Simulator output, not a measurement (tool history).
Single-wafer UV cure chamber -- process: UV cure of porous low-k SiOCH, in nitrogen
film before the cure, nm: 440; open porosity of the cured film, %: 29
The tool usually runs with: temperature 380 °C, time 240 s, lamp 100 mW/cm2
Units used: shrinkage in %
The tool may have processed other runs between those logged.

run,day,temperature,time,lamp,wafers since the last listed run,hours since the UV bulbs were replaced,wafers since the quartz window was cleaned,shrinkage
1,0,367,240,126,0,867.9,2347,12.901
2,3.3,367,240,126,823,947.1,3170,13.198
3,7.704,367,240,126,1098,1052.8,4268,13.018
4,11.971,380,240,100,1064,1155.2,5333,12.241
5,13.875,380,240,100,475,1200.9,5808,12.237
# day 18.329: quartz window cleaned
6,18.35,380,240,100,1033,1308.3,5,11.982
7,21.767,380,240,100,852,1390.3,858,11.778
8,24.233,380,240,100,615,1449.5,1473,11.791
9,26.008,375,240,100,442,1492.1,1916,11.808
10,30.188,380,240,100,1042,1592.4,2958,12.021
11,34.346,380,240,100,1037,1692.2,3996,11.993
# day 41.462: quartz window cleaned
12,43.321,380,240,100,2155,1907.6,463,11.504
13,47.217,380,240,100,971,2001.1,1435,11.635
14,51.633,389,240,130,1101,2107.1,2537,12.889
15,54.921,395,240,100,820,2186,3357,11.66
16,59.333,380,160,132,1100,2291.9,4458,10.843
17,61.517,386,240,118,544,2344.3,5002,12.241
18,64.675,396,240,83,787,2420.1,5790,10.549
19,67.012,380,240,121,583,2476.2,6373,12.282
# day 67.838: quartz window cleaned
20,69.338,380,240,100,496,2532,374,11.129
21,72.208,400,130,133,716,2600.9,1090,9.952
22,83.912,380,240,100,2919,2881.8,4010,11.071
23,87.767,364,320,111,961,2974.3,4971,12.413
# day 90.229: quartz window cleaned
# day 93.95: UV bulbs replaced
24,101.112,380,240,100,3162,171.9,2632,12.726
25,103.525,369,145,78,601,229.8,3234,8.945
26,106.075,386,240,118,636,291,3870,14.02
27,108.967,380,365,61,721,360.4,4591,12.408
# day 112.404: quartz window cleaned
28,112.425,396,300,100,779,443.4,5,13.957
29,116.325,368,370,67,972,537,978,12.636
30,118.9,369,240,100,642,598.8,1620,12.476
31,122.346,369,325,76,859,681.5,2480,12.449
32,124.158,386,140,100,452,725,2932,10.152
33,126.033,400,240,111,467,770,3400,13.369

Measured result minus the same run's result without the hidden state. Both carry the same run-to-run variation, though not necessarily the same gauge scatter:
What the log doesn't record here: lamp output below its setpoint, %; transmission lost against a clean window, %.
run,shrinkage
1,-0.669
2,-0.733
3,-0.789
4,-0.848
5,-0.876
6,-0.926
7,-0.962
8,-1.002
9,-1.038
10,-1.117
11,-1.183
12,-1.282
13,-1.364
14,-1.454
15,-1.475
16,-1.544
17,-1.606
18,-1.595
19,-1.715
20,-1.699
21,-1.721
22,-1.977
23,-2.072
24,-0.092
25,-0.114
26,-0.159
27,-0.189
28,-0.236
29,-0.284
30,-0.316
31,-0.358
32,-0.371
33,-0.412
